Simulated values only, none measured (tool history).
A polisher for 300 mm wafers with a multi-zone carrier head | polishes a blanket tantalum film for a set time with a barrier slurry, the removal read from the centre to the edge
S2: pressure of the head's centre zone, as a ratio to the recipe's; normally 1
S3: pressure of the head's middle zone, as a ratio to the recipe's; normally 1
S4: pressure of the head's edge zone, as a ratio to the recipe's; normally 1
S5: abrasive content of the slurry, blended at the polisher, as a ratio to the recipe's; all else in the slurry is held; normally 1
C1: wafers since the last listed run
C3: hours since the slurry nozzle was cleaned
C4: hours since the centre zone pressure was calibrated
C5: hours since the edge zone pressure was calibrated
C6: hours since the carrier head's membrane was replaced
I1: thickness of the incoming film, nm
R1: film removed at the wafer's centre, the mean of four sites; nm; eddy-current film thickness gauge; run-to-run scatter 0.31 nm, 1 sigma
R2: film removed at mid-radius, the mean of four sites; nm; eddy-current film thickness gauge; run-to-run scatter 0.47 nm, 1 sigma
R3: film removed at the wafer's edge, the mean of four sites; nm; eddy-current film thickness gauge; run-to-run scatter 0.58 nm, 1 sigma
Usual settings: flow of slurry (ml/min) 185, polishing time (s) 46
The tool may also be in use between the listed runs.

run 1 day=0 | flow_of_slurry_(ml/min)=185 S2=1 S3=1 S4=1 S5=1 polishing_time_(s)=46 | C1=0 wafers_polished_on_this_pad=2773 C3=521.9 C4=503.7 C5=323.4 C6=1165 | I1=249.5 | R1=35.6 R2=37.6 R3=37.2
run 2 day=2.138 | flow_of_slurry_(ml/min)=185 S2=1 S3=1 S4=1 S5=1 polishing_time_(s)=46 | C1=601 wafers_polished_on_this_pad=3375 C3=573.2 C4=555 C5=374.7 C6=1216.3 | I1=247.3 | R1=34.6 R2=36.7 R3=36.3
-- day=4.479 worn pad replaced by a new one
run 3 day=7.079 | flow_of_slurry_(ml/min)=185 S2=1 S3=1 S4=1 S5=1 polishing_time_(s)=46 | C1=1344 wafers_polished_on_this_pad=731 C3=691.8 C4=673.6 C5=493.3 C6=1334.9 | I1=246.6 | R1=36.5 R2=38.2 R3=38
run 4 day=9.021 | flow_of_slurry_(ml/min)=185 S2=1 S3=1.1 S4=1 S5=1 polishing_time_(s)=46 | C1=546 wafers_polished_on_this_pad=1278 C3=738.4 C4=720.2 C5=539.9 C6=1381.5 | I1=251 | R1=35.7 R2=39.9 R3=39
run 5 day=11.033 | flow_of_slurry_(ml/min)=185 S2=1 S3=1.08 S4=0.92 S5=1.3 polishing_time_(s)=46 | C1=566 wafers_polished_on_this_pad=1845 C3=786.7 C4=768.5 C5=588.2 C6=1429.8 | I1=253.4 | R1=37.9 R2=43.2 R3=38.4
-- day=11.979 centre zone pressure recalibrated
-- day=12.479 carrier head's membrane replaced by a new one
run 6 day=12.5 | flow_of_slurry_(ml/min)=185 S2=1 S3=1.05 S4=1 S5=1 polishing_time_(s)=46 | C1=330 wafers_polished_on_this_pad=2175 C3=821.9 C4=12.5 C5=623.4 C6=0.5 | I1=252.8 | R1=37.7 R2=39.5 R3=38.1
-- day=12.638 edge zone pressure recalibrated
run 7 day=13.829 | flow_of_slurry_(ml/min)=185 S2=1 S3=1 S4=1 S5=1 polishing_time_(s)=46 | C1=350 wafers_polished_on_this_pad=2526 C3=853.8 C4=44.4 C5=28.6 C6=32.4 | I1=250.1 | R1=37.5 R2=37.4 R3=37.1
-- day=14.988 slurry nozzle cleaned
run 8 day=16.158 | flow_of_slurry_(ml/min)=215 S2=1 S3=1.05 S4=0.97 S5=1 polishing_time_(s)=46 | C1=644 wafers_polished_on_this_pad=3170 C3=28.1 C4=100.3 C5=84.5 C6=88.3 | I1=248.2 | R1=37 R2=38.4 R3=37.2
run 9 day=18.138 | flow_of_slurry_(ml/min)=185 S2=1.03 S3=1 S4=1.04 S5=1.3 polishing_time_(s)=46 | C1=557 wafers_polished_on_this_pad=3727 C3=75.6 C4=147.8 C5=132 C6=135.8 | I1=251 | R1=37.8 R2=38.3 R3=38
run 10 day=19.188 | flow_of_slurry_(ml/min)=185 S2=1 S3=1 S4=1 S5=1 polishing_time_(s)=46 | C1=295 wafers_polished_on_this_pad=4023 C3=100.8 C4=173 C5=157.2 C6=161 | I1=250.9 | R1=34.5 R2=35.1 R3=35
-- day=19.921 worn pad replaced by a new one
run 11 day=21.717 | flow_of_slurry_(ml/min)=215 S2=0.9 S3=0.94 S4=1 S5=1 polishing_time_(s)=46 | C1=665 wafers_polished_on_this_pad=505 C3=161.5 C4=233.7 C5=217.9 C6=221.7 | I1=246.8 | R1=35.1 R2=37.2 R3=39.7
run 12 day=24.15 | flow_of_slurry_(ml/min)=185 S2=1.11 S3=0.88 S4=1 S5=0.8 polishing_time_(s)=46 | C1=685 wafers_polished_on_this_pad=1190 C3=219.9 C4=292.1 C5=276.3 C6=280.1 | I1=247.6 | R1=39.3 R2=33.6 R3=37.1
run 13 day=25.512 | flow_of_slurry_(ml/min)=185 S2=1 S3=1 S4=1.08 S5=1 polishing_time_(s)=55 | C1=383 wafers_polished_on_this_pad=1573 C3=252.6 C4=324.8 C5=309 C6=312.8 | I1=247.1 | R1=44.1 R2=44.4 R3=46.9
run 14 day=27.85 | flow_of_slurry_(ml/min)=185 S2=0.93 S3=1 S4=1.06 S5=1 polishing_time_(s)=46 | C1=658 wafers_polished_on_this_pad=2231 C3=308.7 C4=380.9 C5=365.1 C6=368.9 | I1=253.1 | R1=34.2 R2=36.9 R3=38.7
run 15 day=29.004 | flow_of_slurry_(ml/min)=185 S2=0.97 S3=1 S4=0.93 S5=1.3 polishing_time_(s)=46 | C1=324 wafers_polished_on_this_pad=2556 C3=336.4 C4=408.6 C5=392.8 C6=396.6 | I1=246.4 | R1=36.6 R2=39.7 R3=38.6
run 16 day=30.754 | flow_of_slurry_(ml/min)=185 S2=0.95 S3=0.94 S4=1.05 S5=0.85 polishing_time_(s)=46 | C1=492 wafers_polished_on_this_pad=3049 C3=378.4 C4=450.6 C5=434.8 C6=438.6 | I1=249.9 | R1=32.6 R2=34 R3=35.4
run 17 day=33.304 | flow_of_slurry_(ml/min)=185 S2=1 S3=1 S4=1 S5=1 polishing_time_(s)=46 | C1=717 wafers_polished_on_this_pad=3767 C3=439.6 C4=511.8 C5=496 C6=499.8 | I1=253 | R1=34.4 R2=36.1 R3=35.5
-- day=34.617 worn pad replaced by a new one
run 18 day=34.921 | flow_of_slurry_(ml/min)=225 S2=1 S3=1 S4=1 S5=0.9 polishing_time_(s)=46 | C1=408 wafers_polished_on_this_pad=85 C3=478.4 C4=550.6 C5=534.8 C6=538.6 | I1=248.8 | R1=36.8 R2=39.1 R3=37.9
-- day=35.875 edge zone pressure recalibrated
run 19 day=36.692 | flow_of_slurry_(ml/min)=185 S2=1 S3=0.95 S4=1 S5=0.9 polishing_time_(s)=46 | C1=475 wafers_polished_on_this_pad=560 C3=520.9 C4=593.1 C5=19.6 C6=581.1 | I1=246.5 | R1=35.4 R2=36.3 R3=36.1
run 20 day=38.625 | flow_of_slurry_(ml/min)=185 S2=1 S3=0.94 S4=1 S5=1 polishing_time_(s)=52 | C1=544 wafers_polished_on_this_pad=1104 C3=567.3 C4=639.5 C5=66 C6=627.5 | I1=250.9 | R1=40.8 R2=41.2 R3=42.3

Below are 5 alternative next runs, each starting from the tool's condition after run 20. Predict each:
run A day=38.642 | flow_of_slurry_(ml/min)=185 S2=1 S3=1 S4=1 S5=1 polishing_time_(s)=46 | C1=4 wafers_polished_on_this_pad=1109 C3=567.7 C4=639.9 C5=66.4 C6=627.9 | I1=250.8 | R1=? R2=? R3=?
run B day=38.642 | flow_of_slurry_(ml/min)=185 S2=1 S3=1 S4=1 S5=0.75 polishing_time_(s)=46 | C1=4 wafers_polished_on_this_pad=1109 C3=567.7 C4=639.9 C5=66.4 C6=627.9 | I1=250.8 | R1=? R2=? R3=?
run C day=38.642 | flow_of_slurry_(ml/min)=235 S2=1 S3=1 S4=0.95 S5=0.85 polishing_time_(s)=46 | C1=4 wafers_polished_on_this_pad=1109 C3=567.7 C4=639.9 C5=66.4 C6=627.9 | I1=250.8 | R1=? R2=? R3=?
run D day=38.642 | flow_of_slurry_(ml/min)=185 S2=0.9 S3=1 S4=1 S5=1 polishing_time_(s)=46 | C1=4 wafers_polished_on_this_pad=1109 C3=567.7 C4=639.9 C5=66.4 C6=627.9 | I1=250.8 | R1=? R2=? R3=?
run E day=38.642 | flow_of_slurry_(ml/min)=185 S2=1 S3=0.95 S4=1 S5=1 polishing_time_(s)=46 | C1=4 wafers_polished_on_this_pad=1109 C3=567.7 C4=639.9 C5=66.4 C6=627.9 | I1=250.8 | R1=? R2=? R3=?

run=A R1=36 R2=38.5 R3=37.3
run=B R1=33.6 R2=35.9 R3=34.8
run=C R1=35.9 R2=38.3 R3=35.9
run=D R1=32.4 R2=38.5 R3=37.3
run=E R1=36 R2=37.1 R3=37.3
What these runs would have given with no unlogged condition in the tool:
run=A R1=38.9 R2=39.3 R3=38.1
run=B R1=36.3 R2=36.6 R3=35.5
run=C R1=38.8 R2=39.1 R3=36.6
run=D R1=34.9 R2=39.3 R3=38.1
run=E R1=38.8 R2=37.9 R3=38.1
